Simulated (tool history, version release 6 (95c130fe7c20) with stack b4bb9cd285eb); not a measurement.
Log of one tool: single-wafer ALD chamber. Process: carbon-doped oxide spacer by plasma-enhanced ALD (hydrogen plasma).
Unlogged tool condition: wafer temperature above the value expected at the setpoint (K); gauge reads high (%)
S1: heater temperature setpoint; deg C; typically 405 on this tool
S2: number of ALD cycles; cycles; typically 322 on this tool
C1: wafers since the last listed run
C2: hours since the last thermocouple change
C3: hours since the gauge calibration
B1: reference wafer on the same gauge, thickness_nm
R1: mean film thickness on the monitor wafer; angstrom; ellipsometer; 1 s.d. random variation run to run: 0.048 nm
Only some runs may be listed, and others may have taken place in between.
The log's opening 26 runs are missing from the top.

{"run": 27, "hour": 1630.0, "S1": 405, "S2": 348, "C1": 45, "C2": 1528.0, "C3": 2104.3, "B1": 17.015, "R1": 175.07}
{"run": 28, "hour": 1679.4, "S1": 410, "S2": 286, "C1": 62, "C2": 1577.4, "C3": 2153.7, "B1": 16.997, "R1": 141.56}
{"run": 29, "hour": 1709.4, "S1": 405, "S2": 322, "C1": 37, "C2": 1607.4, "C3": 2183.7, "B1": 16.994, "R1": 162.52}
{"run": 30, "hour": 1755.1, "S1": 415, "S2": 259, "C1": 57, "C2": 1653.1, "C3": 2229.4, "B1": 16.991, "R1": 126.71}
{"run": 31, "hour": 1968.5, "S1": 405, "S2": 322, "C1": 270, "C2": 1866.5, "C3": 2442.8, "B1": 16.999, "R1": 161.7}
{"run": 32, "hour": 2021.3, "S1": 405, "S2": 297, "C1": 66, "C2": 1919.3, "C3": 2495.6, "B1": 16.992, "R1": 150.14}
{"hour": 2034.8, "done": "thermocouple changed; heater temperature recalibrated"}
{"run": 33, "hour": 2069.3, "S1": 414, "S2": 272, "C1": 50, "C2": 34.5, "C3": 2543.6, "B1": 17.008, "R1": 130.58}
{"run": 34, "hour": 2125.6, "S1": 405, "S2": 322, "C1": 71, "C2": 90.8, "C3": 2599.9, "B1": 17.007, "R1": 159.74}
{"hour": 2151.8, "done": "gauge calibrated"}
{"run": 35, "hour": 2191.4, "S1": 411, "S2": 340, "C1": 83, "C2": 156.6, "C3": 39.6, "B1": 17.015, "R1": 164.55}
{"run": 36, "hour": 2234.5, "S1": 400, "S2": 345, "C1": 54, "C2": 199.7, "C3": 82.7, "B1": 16.995, "R1": 173.45}
{"run": 37, "hour": 2284.6, "S1": 399, "S2": 345, "C1": 63, "C2": 249.8, "C3": 132.8, "B1": 17.014, "R1": 172.73}
{"run": 38, "hour": 2348.8, "S1": 400, "S2": 350, "C1": 81, "C2": 314.0, "C3": 197.0, "B1": 16.993, "R1": 176.17}
{"run": 39, "hour": 2418.7, "S1": 405, "S2": 322, "C1": 88, "C2": 383.9, "C3": 266.9, "B1": 17.002, "R1": 160.01}
{"run": 40, "hour": 2464.8, "S1": 414, "S2": 299, "C1": 58, "C2": 430.0, "C3": 313.0, "B1": 16.999, "R1": 143.45}
{"run": 41, "hour": 2619.8, "S1": 398, "S2": 361, "C1": 196, "C2": 585.0, "C3": 468.0, "B1": 17.003, "R1": 181.1}
{"run": 42, "hour": 2664.7, "S1": 417, "S2": 374, "C1": 56, "C2": 629.9, "C3": 512.9, "B1": 16.995, "R1": 179.07}
{"run": 43, "hour": 2703.5, "S1": 396, "S2": 379, "C1": 49, "C2": 668.7, "C3": 551.7, "B1": 16.99, "R1": 190.37}
{"run": 44, "hour": 2752.7, "S1": 410, "S2": 260, "C1": 62, "C2": 717.9, "C3": 600.9, "B1": 17.009, "R1": 127.26}
{"run": 45, "hour": 2786.9, "S1": 399, "S2": 355, "C1": 43, "C2": 752.1, "C3": 635.1, "B1": 17.003, "R1": 177.95}

Forecast each of these 4 alternatives for the next run:
{"run": "A", "hour": 2787.8, "S1": 405, "S2": 322, "C1": 1, "C2": 753.0, "C3": 636.0, "B1": "?", "R1": "?"}
{"run": "B", "hour": 2787.8, "S1": 417, "S2": 322, "C1": 1, "C2": 753.0, "C3": 636.0, "B1": "?", "R1": "?"}
{"run": "C", "hour": 2787.8, "S1": 394, "S2": 362, "C1": 1, "C2": 753.0, "C3": 636.0, "B1": "?", "R1": "?"}
{"run": "D", "hour": 2787.8, "S1": 413, "S2": 376, "C1": 1, "C2": 753.0, "C3": 636.0, "B1": "?", "R1": "?"}

run=A B1=16.997 R1=160.47
run=B B1=16.997 R1=153.96
run=C B1=16.997 R1=181.63
run=D B1=16.997 R1=182.31
Stripped of hidden state, with their random variation kept, the same runs would have yielded:
run=A R1=159.14
run=B R1=152.62
run=C R1=181.63
run=D R1=180.76
